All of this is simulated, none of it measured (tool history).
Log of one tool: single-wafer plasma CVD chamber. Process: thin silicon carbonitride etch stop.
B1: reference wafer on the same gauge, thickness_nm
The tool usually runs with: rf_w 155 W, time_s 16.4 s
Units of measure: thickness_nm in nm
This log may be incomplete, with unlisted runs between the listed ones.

{"run": 1, "hour": 0.0, "rf_w": 170, "time_s": 13.8, "B1": 10.31, "thickness_nm": 7.467}
{"run": 2, "hour": 10.5, "rf_w": 170, "time_s": 13.8, "B1": 10.313, "thickness_nm": 7.445}
{"run": 3, "hour": 26.2, "rf_w": 165, "time_s": 16.4, "B1": 10.311, "thickness_nm": 8.786}
{"run": 4, "hour": 37.6, "rf_w": 165, "time_s": 16.4, "B1": 10.311, "thickness_nm": 8.765}
{"run": 5, "hour": 47.5, "rf_w": 135, "time_s": 16.4, "B1": 10.31, "thickness_nm": 8.36}
{"run": 6, "hour": 60.0, "rf_w": 135, "time_s": 16.4, "B1": 10.31, "thickness_nm": 8.343}
{"hour": 103.9, "done": "thermocouple changed; heater temperature recalibrated"}
{"hour": 106.1, "done": "RF generator calibrated"}
{"run": 7, "hour": 106.6, "rf_w": 135, "time_s": 16.4, "B1": 10.309, "thickness_nm": 8.228}
{"run": 8, "hour": 107.6, "rf_w": 150, "time_s": 16.4, "B1": 10.31, "thickness_nm": 8.459}
{"run": 9, "hour": 122.1, "rf_w": 155, "time_s": 16.4, "B1": 10.311, "thickness_nm": 8.511}
{"hour": 143.3, "done": "RF generator calibrated, repeated, since the last time left the tool worse"}
{"hour": 143.9, "done": "showerhead replaced"}
{"hour": 159.9, "done": "gauge calibrated"}
{"run": 10, "hour": 166.1, "rf_w": 155, "time_s": 16.4, "B1": 10.31, "thickness_nm": 8.759}

What will run 11 give?
{"run": 11, "hour": 180.4, "rf_w": 155, "time_s": 16.4, "B1": "?", "thickness_nm": "?"}

B1: 10.312
thickness_nm: 8.752 nm
On a tool with no hidden condition, and with the same random variation, this run would have come out at thickness_nm 8.761 nm.

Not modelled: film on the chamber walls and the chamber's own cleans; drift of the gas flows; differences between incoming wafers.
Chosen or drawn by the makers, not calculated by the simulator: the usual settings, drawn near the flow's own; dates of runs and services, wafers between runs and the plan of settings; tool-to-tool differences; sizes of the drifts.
